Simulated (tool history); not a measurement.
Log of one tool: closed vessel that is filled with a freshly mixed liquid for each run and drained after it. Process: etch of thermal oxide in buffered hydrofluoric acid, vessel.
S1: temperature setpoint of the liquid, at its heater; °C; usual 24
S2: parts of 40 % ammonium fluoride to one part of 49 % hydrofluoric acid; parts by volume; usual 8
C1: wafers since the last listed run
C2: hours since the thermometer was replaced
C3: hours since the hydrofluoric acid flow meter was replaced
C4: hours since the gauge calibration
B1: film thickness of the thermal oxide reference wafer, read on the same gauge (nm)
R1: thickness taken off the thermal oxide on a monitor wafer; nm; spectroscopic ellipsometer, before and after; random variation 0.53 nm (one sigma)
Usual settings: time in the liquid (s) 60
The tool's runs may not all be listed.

Run 1, hour 0: usual settings; C1 0; C2 665.6; C3 240.2; C4 1999.5; B1 50.01. Result: R1 84.39 nm.
Run 2, hour 45.9: usual settings; C1 3419; C2 711.5; C3 286.1; C4 2045.4; B1 50.02. Result: R1 84.61 nm.
Run 3, hour 148.6: usual settings but S2 9 parts by volume, time in the liquid (s) 85; C1 7652; C2 814.2; C3 388.8; C4 2148.1; B1 50.01. Result: R1 106.96 nm.
Run 4, hour 251: usual settings but S2 9 parts by volume, time in the liquid (s) 85; C1 7629; C2 916.6; C3 491.2; C4 2250.5; B1 50.01. Result: R1 105.88 nm.
At hour 255.2: thermometer replaced.
Run 5, hour 332.4: usual settings; C1 5990; C2 77.2; C3 572.6; C4 2331.9; B1 50.02. Result: R1 87.47 nm.
Run 6, hour 411.5: usual settings; C1 5893; C2 156.3; C3 651.7; C4 2411; B1 50. Result: R1 87.93 nm.
Run 7, hour 539.2: usual settings; C1 9514; C2 284; C3 779.4; C4 2538.7; B1 49.99. Result: R1 87.75 nm.
Run 8, hour 581.9: usual settings but S2 7 parts by volume; C1 3181; C2 326.7; C3 822.1; C4 2581.4; B1 50.01. Result: R1 100.3 nm.
Run 9, hour 645.4: usual settings but S2 7 parts by volume; C1 4731; C2 390.2; C3 885.6; C4 2644.9; B1 50.01. Result: R1 100.74 nm.
Run 10, hour 686.1: usual settings; C1 3032; C2 430.9; C3 926.3; C4 2685.6; B1 50.01. Result: R1 88.01 nm.
Run 11, hour 844.4: usual settings; C1 11794; C2 589.2; C3 1084.6; C4 2843.9; B1 50. Result: R1 87.48 nm.
Run 12, hour 891.7: usual settings; C1 3524; C2 636.5; C3 1131.9; C4 2891.2; B1 49.98. Result: R1 89.14 nm.
Run 13, hour 933.8: usual settings; C1 3136; C2 678.6; C3 1174; C4 2933.3; B1 50.01. Result: R1 88.99 nm.
At hour 1025: hydrofluoric acid flow meter replaced.
Run 14, hour 1031.1: usual settings but S1 27 °C, S2 6 parts by volume; C1 7175; C2 775.9; C3 6.1; C4 3030.6; B1 49.99. Result: R1 130.41 nm.
Run 15, hour 1089.3: usual settings but S1 19 °C, S2 11 parts by volume, time in the liquid (s) 85; C1 4336; C2 834.1; C3 64.3; C4 3088.8; B1 50.01. Result: R1 67.91 nm.
Run 16, hour 1173.9: usual settings but S1 21 °C, S2 6.5 parts by volume; C1 6303; C2 918.7; C3 148.9; C4 3173.4; B1 50.01. Result: R1 88.09 nm.
At hour 1194: thermometer replaced.
Run 17, hour 1486.9: usual settings; C1 23246; C2 292.9; C3 461.9; C4 3486.4; B1 49.98. Result: R1 87.6 nm.
Run 18, hour 1570.1: usual settings but S1 19 °C, S2 11 parts by volume, time in the liquid (s) 85; C1 6199; C2 376.1; C3 545.1; C4 3569.6; B1 50.01. Result: R1 70.36 nm.
At hour 1600: gauge calibrated.
Run 19, hour 1675.4: usual settings but S2 10 parts by volume; C1 7845; C2 481.4; C3 650.4; C4 75.4; B1 49.99. Result: R1 70.95 nm.
Run 20, hour 1727.2: usual settings but S2 6 parts by volume; C1 3859; C2 533.2; C3 702.2; C4 127.2; B1 49.99. Result: R1 114.32 nm.
Run 21, hour 1774.2: usual settings but S1 28.5 °C; C1 3501; C2 580.2; C3 749.2; C4 174.2; B1 50. Result: R1 112.03 nm.
Run 22, hour 1839.2: usual settings but S1 20 °C, time in the liquid (s) 80; C1 4843; C2 645.2; C3 814.2; C4 239.2; B1 50.01. Result: R1 93.67 nm.
Run 23, hour 2023: usual settings; C1 13694; C2 829; C3 998; C4 423; B1 50.01. Result: R1 88.44 nm.
Run 24, hour 2086.5: usual settings; C1 4731; C2 892.5; C3 1061.5; C4 486.5; B1 50. Result: R1 88.18 nm.
Run 25, hour 2139.7: usual settings but S2 9 parts by volume; C1 3963; C2 945.7; C3 1114.7; C4 539.7; B1 49.99. Result: R1 77.12 nm.
At hour 2151.9: thermometer replaced.
Run 26, hour 2231.7: usual settings but S1 22 °C, S2 9 parts by volume, time in the liquid (s) 80; C1 6780; C2 79.8; C3 1206.7; C4 631.7; B1 50. Result: R1 95.55 nm.
Run 27, hour 2291.2: usual settings but S1 29 °C, S2 5 parts by volume, time in the liquid (s) 75; C1 4433; C2 139.3; C3 1266.2; C4 691.2; B1 50.01. Result: R1 229.2 nm.
Run 28, hour 2343: usual settings but S1 21 °C, S2 5.5 parts by volume; C1 3859; C2 191.1; C3 1318; C4 743; B1 50.02. Result: R1 107.03 nm.
Run 29, hour 2393.9: usual settings but S1 20.5 °C, time in the liquid (s) 70; C1 3792; C2 242; C3 1368.9; C4 793.9; B1 50. Result: R1 88.29 nm.
At hour 2435.2: hydrofluoric acid flow meter replaced.
Run 30, hour 2472.9: usual settings; C1 5811; C2 321; C3 37.7; C4 872.9; B1 49.98. Result: R1 85.77 nm.
Run 31, hour 2537.8: usual settings but S2 9.5 parts by volume; C1 4835; C2 385.9; C3 102.6; C4 937.8; B1 50.01. Result: R1 72.6 nm.
Run 32, hour 2638.1: usual settings but S1 20 °C; C1 7473; C2 486.2; C3 202.9; C4 1038.1; B1 49.99. Result: R1 68.27 nm.

How the hidden state differs across the entries between the runs, from the last listed run before each to the first after it:
Between runs 4 and 5: thermometer replaced (hour 255.2)
  liquid colder than its thermometer reads (K): 0.645 -> 0.0773; hydrofluoric acid flow above the setpoint (%): 2.27 -> 2.61
  measured less the result without the state, R1: -1.12 -> +2.04 nm
Between runs 13 and 14: hydrofluoric acid flow meter replaced (hour 1025)
  liquid colder than its thermometer reads (K): 0.477 -> 0.542; hydrofluoric acid flow above the setpoint (%): 5.14 -> 1.16
  measured less the result without the state, R1: +2.46 -> -2.51 nm
Between runs 16 and 17: thermometer replaced (hour 1194)
  liquid colder than its thermometer reads (K): 0.637 -> 0.253; hydrofluoric acid flow above the setpoint (%): 1.76 -> 3.08
  measured less the result without the state, R1: -1.83 -> +1.67 nm
Between runs 18 and 19: gauge calibrated (hour 1600)
  liquid colder than its thermometer reads (K): 0.308 -> 0.378; hydrofluoric acid flow above the setpoint (%): 3.43 -> 3.87
  measured less the result without the state, R1: +1.08 -> +0.23 nm
Between runs 25 and 26: thermometer replaced (hour 2151.9)
  liquid colder than its thermometer reads (K): 0.687 -> 0.168; hydrofluoric acid flow above the setpoint (%): 5.83 -> 6.21
  measured less the result without the state, R1: +1.81 -> +5.22 nm
Between runs 29 and 30: hydrofluoric acid flow meter replaced (hour 2435.2)
  liquid colder than its thermometer reads (K): 0.276 -> 0.328; hydrofluoric acid flow above the setpoint (%): 6.9 -> 0.736
  measured less the result without the state, R1: +4.85 -> -0.87 nm
